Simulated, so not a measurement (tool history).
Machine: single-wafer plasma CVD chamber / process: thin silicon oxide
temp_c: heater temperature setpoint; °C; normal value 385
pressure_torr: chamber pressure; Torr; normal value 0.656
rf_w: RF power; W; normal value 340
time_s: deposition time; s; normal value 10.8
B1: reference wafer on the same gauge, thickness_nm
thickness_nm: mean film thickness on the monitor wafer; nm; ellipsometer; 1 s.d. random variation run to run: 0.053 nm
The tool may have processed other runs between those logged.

{"run": 1, "day": 0.0, "temp_c": 385, "pressure_torr": 0.656, "rf_w": 370, "time_s": 10.8, "B1": 17.394, "thickness_nm": 17.066}
{"run": 2, "day": 4.192, "temp_c": 385, "pressure_torr": 0.656, "rf_w": 340, "time_s": 10.8, "B1": 17.393, "thickness_nm": 16.739}
{"run": 3, "day": 7.225, "temp_c": 385, "pressure_torr": 0.656, "rf_w": 340, "time_s": 10.8, "B1": 17.407, "thickness_nm": 16.751}
{"day": 9.896, "done": "gauge calibrated"}
{"run": 4, "day": 10.292, "temp_c": 385, "pressure_torr": 0.656, "rf_w": 340, "time_s": 10.8, "B1": 17.407, "thickness_nm": 16.77}
{"run": 5, "day": 14.308, "temp_c": 391, "pressure_torr": 0.656, "rf_w": 340, "time_s": 12.1, "B1": 17.397, "thickness_nm": 18.704}
{"run": 6, "day": 18.521, "temp_c": 391, "pressure_torr": 0.656, "rf_w": 340, "time_s": 12.1, "B1": 17.399, "thickness_nm": 18.809}
{"run": 7, "day": 21.983, "temp_c": 385, "pressure_torr": 0.656, "rf_w": 340, "time_s": 10.8, "B1": 17.419, "thickness_nm": 16.843}
{"run": 8, "day": 24.108, "temp_c": 385, "pressure_torr": 0.656, "rf_w": 340, "time_s": 10.8, "B1": 17.393, "thickness_nm": 16.829}
{"day": 26.254, "done": "RF generator calibrated"}
{"run": 9, "day": 26.275, "temp_c": 385, "pressure_torr": 0.656, "rf_w": 340, "time_s": 10.8, "B1": 17.402, "thickness_nm": 16.889}
{"run": 10, "day": 30.438, "temp_c": 385, "pressure_torr": 0.656, "rf_w": 340, "time_s": 9.9, "B1": 17.392, "thickness_nm": 15.453}
{"run": 11, "day": 33.754, "temp_c": 385, "pressure_torr": 0.656, "rf_w": 340, "time_s": 9.9, "B1": 17.411, "thickness_nm": 15.558}
{"run": 12, "day": 36.142, "temp_c": 385, "pressure_torr": 0.731, "rf_w": 340, "time_s": 10.8, "B1": 17.403, "thickness_nm": 18.734}
{"run": 13, "day": 38.992, "temp_c": 385, "pressure_torr": 0.558, "rf_w": 340, "time_s": 10.8, "B1": 17.402, "thickness_nm": 14.441}
{"day": 42.567, "done": "gauge calibrated"}
{"run": 14, "day": 42.721, "temp_c": 385, "pressure_torr": 0.656, "rf_w": 340, "time_s": 11.9, "B1": 17.396, "thickness_nm": 18.713}
{"day": 43.321, "done": "thermocouple changed; heater temperature recalibrated"}
{"day": 44.508, "done": "showerhead replaced"}
{"day": 46.138, "done": "capacitance manometer re-zeroed and calibrated"}
{"run": 15, "day": 46.208, "temp_c": 385, "pressure_torr": 0.656, "rf_w": 400, "time_s": 8.8, "B1": 17.404, "thickness_nm": 13.712}
{"run": 16, "day": 48.017, "temp_c": 385, "pressure_torr": 0.656, "rf_w": 340, "time_s": 10.8, "B1": 17.405, "thickness_nm": 16.303}
{"run": 17, "day": 50.55, "temp_c": 374, "pressure_torr": 0.656, "rf_w": 405, "time_s": 10.8, "B1": 17.405, "thickness_nm": 17.079}
{"run": 18, "day": 53.396, "temp_c": 385, "pressure_torr": 0.656, "rf_w": 370, "time_s": 10.8, "B1": 17.393, "thickness_nm": 16.717}
{"run": 19, "day": 55.275, "temp_c": 370, "pressure_torr": 0.656, "rf_w": 405, "time_s": 11.8, "B1": 17.4, "thickness_nm": 18.889}
{"run": 20, "day": 58.104, "temp_c": 385, "pressure_torr": 0.656, "rf_w": 340, "time_s": 10.8, "B1": 17.38, "thickness_nm": 16.386}
{"run": 21, "day": 62.521, "temp_c": 385, "pressure_torr": 0.656, "rf_w": 340, "time_s": 10.8, "B1": 17.398, "thickness_nm": 16.419}
{"run": 22, "day": 65.683, "temp_c": 393, "pressure_torr": 0.656, "rf_w": 340, "time_s": 10.8, "B1": 17.398, "thickness_nm": 16.361}

Below are 3 alternative next runs, each starting from the tool's condition after run 22. Predict each:
{"run": "A", "day": 65.7, "temp_c": 385, "pressure_torr": 0.656, "rf_w": 340, "time_s": 10.8, "B1": "?", "thickness_nm": "?"}
{"run": "B", "day": 65.7, "temp_c": 385, "pressure_torr": 0.782, "rf_w": 340, "time_s": 10.8, "B1": "?", "thickness_nm": "?"}
{"run": "C", "day": 65.7, "temp_c": 378, "pressure_torr": 0.656, "rf_w": 395, "time_s": 11.7, "B1": "?", "thickness_nm": "?"}

run=A B1=17.401 thickness_nm=16.393
run=B B1=17.401 thickness_nm=19.401
run=C B1=17.401 thickness_nm=18.482
Take away the tool's hidden state, keep each run's random variation, and the runs would have read:
run=A thickness_nm=16.384
run=B thickness_nm=19.391
run=C thickness_nm=18.472
